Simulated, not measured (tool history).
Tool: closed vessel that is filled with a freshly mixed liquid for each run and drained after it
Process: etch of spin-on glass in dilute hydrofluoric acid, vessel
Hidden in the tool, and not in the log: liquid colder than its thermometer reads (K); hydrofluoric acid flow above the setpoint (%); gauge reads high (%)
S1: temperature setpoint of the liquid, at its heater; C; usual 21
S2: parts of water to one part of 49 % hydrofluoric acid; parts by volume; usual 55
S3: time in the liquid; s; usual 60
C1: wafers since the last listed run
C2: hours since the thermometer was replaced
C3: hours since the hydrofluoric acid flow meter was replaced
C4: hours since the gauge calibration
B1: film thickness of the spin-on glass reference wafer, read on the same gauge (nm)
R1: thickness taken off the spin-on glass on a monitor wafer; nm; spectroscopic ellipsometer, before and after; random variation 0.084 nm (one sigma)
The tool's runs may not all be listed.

run 1 day=0 | S1=21 S2=55 S3=60 | C1=0 C2=1099.1 C3=2141 C4=177.4 | B1=49.98 | R1=19.86
run 2 day=0.596 | S1=21 S2=55 S3=60 | C1=1567 C2=1113.4 C3=2155.3 C4=191.7 | B1=50.03 | R1=19.88
run 3 day=1.229 | S1=21 S2=55 S3=60 | C1=1666 C2=1128.6 C3=2170.5 C4=206.9 | B1=49.99 | R1=19.89
run 4 day=1.938 | S1=21 S2=55 S3=60 | C1=1863 C2=1145.6 C3=2187.5 C4=223.9 | B1=49.98 | R1=19.77
run 5 day=2.333 | S1=21 S2=55 S3=60 | C1=1041 C2=1155.1 C3=2197 C4=233.4 | B1=49.98 | R1=19.96
run 6 day=2.771 | S1=21 S2=55 S3=60 | C1=1151 C2=1165.6 C3=2207.5 C4=243.9 | B1=50 | R1=19.77
run 7 day=3.329 | S1=24 S2=55 S3=60 | C1=1469 C2=1179 C3=2220.9 C4=257.3 | B1=50.01 | R1=22.31
run 8 day=3.867 | S1=24 S2=55 S3=60 | C1=1414 C2=1191.9 C3=2233.8 C4=270.2 | B1=50.03 | R1=22.29
-- day=4.575 gauge calibrated
run 9 day=4.617 | S1=21 S2=55 S3=75 | C1=1973 C2=1209.9 C3=2251.8 C4=1 | B1=50.03 | R1=24.62
run 10 day=5.112 | S1=21 S2=55 S3=60 | C1=1304 C2=1221.8 C3=2263.7 C4=12.9 | B1=49.95 | R1=19.69
run 11 day=5.371 | S1=21 S2=55 S3=60 | C1=679 C2=1228 C3=2269.9 C4=19.1 | B1=50 | R1=19.69
run 12 day=5.8 | S1=21 S2=55 S3=60 | C1=1129 C2=1238.3 C3=2280.2 C4=29.4 | B1=50.03 | R1=19.63
run 13 day=6.317 | S1=23 S2=40 S3=50 | C1=1359 C2=1250.7 C3=2292.6 C4=41.8 | B1=50 | R1=24.94
-- day=6.629 thermometer replaced
run 14 day=6.988 | S1=25.5 S2=65 S3=45 | C1=1655 C2=8.6 C3=2308.7 C4=57.9 | B1=49.99 | R1=16.18
-- day=7.388 hydrofluoric acid flow meter replaced
run 15 day=7.683 | S1=21 S2=55 S3=30 | C1=1721 C2=25.3 C3=7.1 C4=74.6 | B1=50.01 | R1=10.68
run 16 day=8.104 | S1=22.5 S2=35 S3=60 | C1=1107 C2=35.4 C3=17.2 C4=84.7 | B1=50.02 | R1=36.75
run 17 day=8.692 | S1=24 S2=55 S3=60 | C1=1545 C2=49.5 C3=31.3 C4=98.8 | B1=50.01 | R1=24.21
run 18 day=9.038 | S1=21 S2=55 S3=95 | C1=910 C2=57.8 C3=39.6 C4=107.1 | B1=50 | R1=33.88
run 19 day=9.396 | S1=21 S2=55 S3=85 | C1=942 C2=66.4 C3=48.2 C4=115.7 | B1=50.01 | R1=30.07
run 20 day=9.808 | S1=25.5 S2=55 S3=30 | C1=1085 C2=76.3 C3=58.1 C4=125.6 | B1=50.02 | R1=12.9
run 21 day=10.425 | S1=21 S2=25 S3=60 | C1=1622 C2=91.1 C3=72.9 C4=140.4 | B1=50 | R1=48.67
run 22 day=11.1 | S1=21 S2=55 S3=60 | C1=1776 C2=107.3 C3=89.1 C4=156.6 | B1=50.02 | R1=21.29

What the log doesn't show, run by run:
hydrofluoric acid flow above the setpoint (%): 0 in every run
gauge reads high (%): 0 in every run
H1: liquid colder than its thermometer reads (K)
run=1 H1=2.02
run=2 H1=2.04
run=3 H1=2.07
run=4 H1=2.1
run=5 H1=2.12
run=6 H1=2.13
run=7 H1=2.16
run=8 H1=2.18
run=9 H1=2.21
run=10 H1=2.23
run=11 H1=2.24
run=12 H1=2.26
run=13 H1=2.28
run=14 H1=0.205
run=15 H1=0.234
run=16 H1=0.251
run=17 H1=0.276
run=18 H1=0.29
run=19 H1=0.305
run=20 H1=0.322
run=21 H1=0.348
run=22 H1=0.376

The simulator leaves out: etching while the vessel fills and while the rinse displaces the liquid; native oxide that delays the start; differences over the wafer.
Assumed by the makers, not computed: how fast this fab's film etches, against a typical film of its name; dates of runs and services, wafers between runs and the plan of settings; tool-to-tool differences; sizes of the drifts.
